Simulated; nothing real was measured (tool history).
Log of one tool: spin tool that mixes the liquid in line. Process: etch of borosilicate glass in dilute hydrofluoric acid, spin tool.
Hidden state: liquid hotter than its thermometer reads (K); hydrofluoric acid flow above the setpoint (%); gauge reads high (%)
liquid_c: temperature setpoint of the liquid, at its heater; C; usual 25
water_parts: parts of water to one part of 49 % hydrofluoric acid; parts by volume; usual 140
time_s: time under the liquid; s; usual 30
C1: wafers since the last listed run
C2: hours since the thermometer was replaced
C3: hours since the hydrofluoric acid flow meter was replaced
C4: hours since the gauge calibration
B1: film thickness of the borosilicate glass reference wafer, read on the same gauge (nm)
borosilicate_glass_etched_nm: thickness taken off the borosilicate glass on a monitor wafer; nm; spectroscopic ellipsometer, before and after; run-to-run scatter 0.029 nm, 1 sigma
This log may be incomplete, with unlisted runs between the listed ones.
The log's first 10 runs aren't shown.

Run 11, hour 835.3: usual settings but liquid_c 29.5 C, water_parts 195 parts by volume, time_s 35 s; C1 1690; C2 1164.9; C3 665; C4 466.5; B1 118.25. Result: borosilicate_glass_etched_nm 5.06 nm.
Run 12, hour 938.9: usual settings but liquid_c 28 C, water_parts 110 parts by volume; C1 1131; C2 1268.5; C3 768.6; C4 570.1; B1 117.98. Result: borosilicate_glass_etched_nm 8.06 nm.
At hour 1037.5: thermometer replaced.
Run 13, hour 1038.7: usual settings but liquid_c 23 C, water_parts 90 parts by volume, time_s 20 s; C1 1079; C2 1.2; C3 868.4; C4 669.9; B1 117.78. Result: borosilicate_glass_etched_nm 5.51 nm.
Run 14, hour 1119.8: usual settings; C1 886; C2 82.3; C3 949.5; C4 751; B1 117.57. Result: borosilicate_glass_etched_nm 5.46 nm.
Run 15, hour 1194.5: usual settings but water_parts 165 parts by volume, time_s 50 s; C1 816; C2 157; C3 1024.2; C4 825.7; B1 117.37. Result: borosilicate_glass_etched_nm 7.44 nm.
Run 16, hour 1246.6: usual settings; C1 569; C2 209.1; C3 1076.3; C4 877.8; B1 117.24. Result: borosilicate_glass_etched_nm 5.39 nm.
Run 17, hour 1324.9: usual settings but liquid_c 28 C, water_parts 95 parts by volume, time_s 45 s; C1 855; C2 287.4; C3 1154.6; C4 956.1; B1 117.05. Result: borosilicate_glass_etched_nm 14.27 nm.
Run 18, hour 1368.1: usual settings; C1 471; C2 330.6; C3 1197.8; C4 999.3; B1 116.97. Result: borosilicate_glass_etched_nm 5.43 nm.
Run 19, hour 1445.8: usual settings but time_s 15 s; C1 848; C2 408.3; C3 1275.5; C4 1077; B1 116.77. Result: borosilicate_glass_etched_nm 2.73 nm.

Run 20 comes next. What will it give?
Run 20, hour 1524.8: usual settings but water_parts 80 parts by volume; C1 863; C2 487.3; C3 1354.5; C4 1156; B1 ?. Result: borosilicate_glass_etched_nm ?.

B1: 116.59
borosilicate_glass_etched_nm: 10.17 nm
Had the tool carried no hidden state, the very same run would have given borosilicate_glass_etched_nm 10.47 nm.

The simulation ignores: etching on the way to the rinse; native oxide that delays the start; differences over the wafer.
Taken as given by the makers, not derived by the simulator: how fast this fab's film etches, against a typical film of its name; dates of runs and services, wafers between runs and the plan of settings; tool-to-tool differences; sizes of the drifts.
